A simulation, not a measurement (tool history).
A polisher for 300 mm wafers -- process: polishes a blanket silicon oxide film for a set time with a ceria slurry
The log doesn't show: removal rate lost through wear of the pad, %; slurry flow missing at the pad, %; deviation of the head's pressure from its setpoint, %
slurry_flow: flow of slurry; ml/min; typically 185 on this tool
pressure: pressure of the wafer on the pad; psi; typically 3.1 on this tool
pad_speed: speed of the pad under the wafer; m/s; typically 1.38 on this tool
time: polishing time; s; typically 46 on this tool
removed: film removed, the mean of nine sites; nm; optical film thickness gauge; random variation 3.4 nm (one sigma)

run,hour,slurry_flow,pressure,pad_speed,time,wafers since the last listed run,wafers polished on this pad,hours since the slurry nozzle was cleaned,hours since the head pressure was calibrated,"incoming thickness of the incoming film, nm",removed
1,0.0,185,3.7,1.38,46,0,57,135.8,619.3,766.1,267.9
2,22.1,185,3.7,1.38,46,350,407,157.9,641.4,771.8,263.8
3,37.5,185,3.7,1.38,46,244,651,173.3,656.8,779.7,266.5
4,68.3,185,3.1,1.38,50,488,1139,204.1,687.6,766.2,235.2
5,93.1,185,3.1,1.38,50,392,1532,228.9,712.4,764.7,231.8
6,109.7,185,3.1,1.38,50,263,1795,245.5,729.0,769.7,236.0
7,144.7,215,3.6,1.38,46,554,2350,280.5,764.0,776.0,258.9
# hour 150.8: worn pad replaced by a new one
8,171.2,215,3.6,1.38,46,356,322,307.0,790.5,761.1,259.1
9,202.9,220,4.0,1.38,46,502,825,338.7,822.2,771.3,291.9
10,246.6,185,2.8,1.38,46,692,1517,382.4,865.9,772.6,194.2
11,262.9,185,2.8,1.38,46,258,1775,398.7,882.2,781.8,198.3
12,276.6,185,3.1,1.38,46,217,1993,412.4,895.9,763.1,220.6
# hour 287.4: worn pad replaced by a new one
13,312.4,185,3.1,1.38,46,503,395,448.2,931.7,768.1,220.7
14,335.6,185,3.1,1.38,46,367,763,471.4,954.9,786.1,219.7
15,369.7,185,3.1,1.38,46,540,1303,505.5,989.0,765.2,220.2
16,394.7,185,3.1,1.38,51,396,1699,530.5,1014.0,758.7,238.7
17,409.7,185,3.1,1.38,46,237,1937,545.5,1029.0,770.6,216.8
# hour 422.0: head pressure recalibrated
# hour 438.2: worn pad replaced by a new one
18,438.9,140,2.2,1.84,60,367,11,574.7,16.9,767.9,292.4
19,451.5,185,2.6,1.38,53,199,211,587.3,29.5,766.0,240.2
20,478.9,140,3.1,1.66,46,434,645,614.7,56.9,762.6,289.8
21,497.3,210,3.1,1.38,46,291,936,633.1,75.3,766.9,247.4
# hour 517.1: slurry nozzle cleaned
22,526.4,185,3.8,1.38,57,445,1382,9.3,104.4,771.9,377.9
23,545.0,185,3.5,1.38,40,294,1676,27.9,123.0,761.4,237.4
24,579.2,250,3.5,1.12,50,541,2218,62.1,157.2,778.3,242.8
# hour 597.7: worn pad replaced by a new one
25,598.2,185,3.1,1.38,46,237,7,81.1,176.2,780.7,234.5
26,616.6,130,3.1,1.38,61,291,299,99.5,194.6,758.4,301.1
27,629.6,185,3.7,1.58,46,206,505,112.5,207.6,760.4,316.8
28,661.2,220,2.4,1.24,51,500,1006,144.1,239.2,769.5,183.0
29,675.3,185,3.1,1.38,46,223,1229,158.2,253.3,763.1,234.1
30,700.3,185,4.0,1.80,46,396,1625,183.2,278.3,764.1,387.3
# hour 731.9: worn pad replaced by a new one
31,732.4,185,3.1,1.38,46,445,7,215.3,310.4,773.3,231.8
32,761.5,185,3.1,1.64,40,461,468,244.4,339.5,769.3,231.4

Some steps in removed, run to run, broken into two amounts with sign: the step expected even without the hidden condition (settings, incoming material, random variation), and the rest, left for the hidden condition together with whatever gauge scatter is not in both the measured and the hidden-condition-free result:
Run 9 -> 10: slurry_flow 220 -> 185, pressure 4.0 -> 2.8. removed -97.7 nm: hidden state +14.6, all else -112.3.
Run 17 -> 18: slurry_flow 185 -> 140, pressure 3.1 -> 2.2, pad_speed 1.38 -> 1.84, time 46 -> 60, head pressure recalibrated, worn pad replaced by a new one. removed +75.6 nm: hidden state +31.6, all else +44.0.
Run 22 -> 23: pressure 3.8 -> 3.5, time 57 -> 40. removed -140.5 nm: hidden state +4.1, all else -144.6.
Run 29 -> 30: pressure 3.1 -> 4.0, pad_speed 1.38 -> 1.80. removed +153.2 nm: hidden state -13.4, all else +166.6.
Run 30 -> 31: pressure 4.0 -> 3.1, pad_speed 1.80 -> 1.38, worn pad replaced by a new one. removed -155.5 nm: hidden state +11.1, all else -166.6.
